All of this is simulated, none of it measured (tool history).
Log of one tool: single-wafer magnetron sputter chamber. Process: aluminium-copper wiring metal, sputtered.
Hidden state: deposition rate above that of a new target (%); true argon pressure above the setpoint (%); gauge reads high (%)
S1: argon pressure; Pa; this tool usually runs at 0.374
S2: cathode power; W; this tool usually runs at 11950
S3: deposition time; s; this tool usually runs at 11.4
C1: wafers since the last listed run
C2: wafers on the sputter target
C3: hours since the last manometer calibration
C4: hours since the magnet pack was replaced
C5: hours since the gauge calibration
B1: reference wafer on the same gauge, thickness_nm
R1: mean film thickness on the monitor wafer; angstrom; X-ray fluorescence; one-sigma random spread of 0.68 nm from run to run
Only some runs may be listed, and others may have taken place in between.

run	day	S1	S2	S3	C1	C2	C3	C4	C5	B1	R1
1	0.000	0.374	11950	11.4	0	1767	3106.6	9156.9	253.8	222.282	2644.81
2	0.471	0.374	11950	11.4	454	2222	3117.9	9168.2	265.1	221.975	2633.86
3	1.112	0.374	11950	11.4	619	2842	3133.3	9183.6	280.5	222.021	2641.32
# day 1.738: sputter target and shields replaced
4	2.317	0.374	10700	11.4	841	561	3162.2	9212.5	309.4	222.111	2402.30
5	2.946	0.374	10700	11.4	607	1169	3177.3	9227.6	324.5	222.038	2389.94
6	3.388	0.374	10700	11.4	426	1595	3187.9	9238.2	335.1	221.797	2387.69
7	4.096	0.374	11950	11.4	684	2280	3204.9	9255.2	352.1	221.972	2635.84
8	4.725	0.374	11950	11.4	607	2888	3220.0	9270.3	367.2	221.865	2638.37
# day 5.383: sputter target and shields replaced
9	5.458	0.374	11950	11.4	386	72	3237.6	9287.9	384.8	221.923	2664.01
10	6.196	0.374	11950	11.4	712	784	3255.3	9305.6	402.5	222.114	2655.27
11	6.546	0.374	14950	11.4	338	1123	3263.7	9314.0	410.9	222.055	3255.47
# day 6.767: gauge calibrated
# day 7.208: capacitance manometer re-zeroed and calibrated
# day 8.554: sputter target and shields replaced
12	8.575	0.374	10700	11.4	1316	18	32.8	9362.7	43.4	221.985	2432.99
13	9.204	0.497	13700	10.6	607	626	47.9	9377.8	58.5	221.970	2617.19
14	9.825	0.374	10700	11.4	599	1226	62.8	9392.7	73.4	221.932	2405.38
# day 10.642: magnet pack replaced
15	10.662	0.374	11950	11.4	487	1713	82.9	0.5	93.5	221.958	2636.60
16	10.800	0.431	11950	12.2	132	1846	86.2	3.8	96.8	222.054	2730.58
17	11.212	0.269	13850	13.5	398	2244	96.1	13.7	106.7	222.145	3801.61
# day 11.571: sputter target and shields replaced
18	12.583	0.334	13550	11.4	1002	978	129.0	46.6	139.6	221.858	3048.26
19	13.017	0.414	10300	10.6	418	1397	139.4	57.0	150.0	222.069	2103.47
20	13.400	0.518	11950	13.7	370	1767	148.6	66.2	159.2	221.797	2914.57

Below are 3 alternative next runs, each starting from the tool's condition after run 20. Predict each:
A	13.417	0.374	11950	13.0	16	1783	149.0	66.6	159.6	?	?
B	13.417	0.463	11950	9.4	16	1783	149.0	66.6	159.6	?	?
C	13.417	0.374	10400	11.4	16	1783	149.0	66.6	159.6	?	?

run	B1	R1
A	222.050	3012.54
B	222.050	2069.16
C	222.050	2330.58
Had the tool no hidden state, the same runs would have come out as:
run	R1
A	3064.22
B	2104.65
C	2370.56
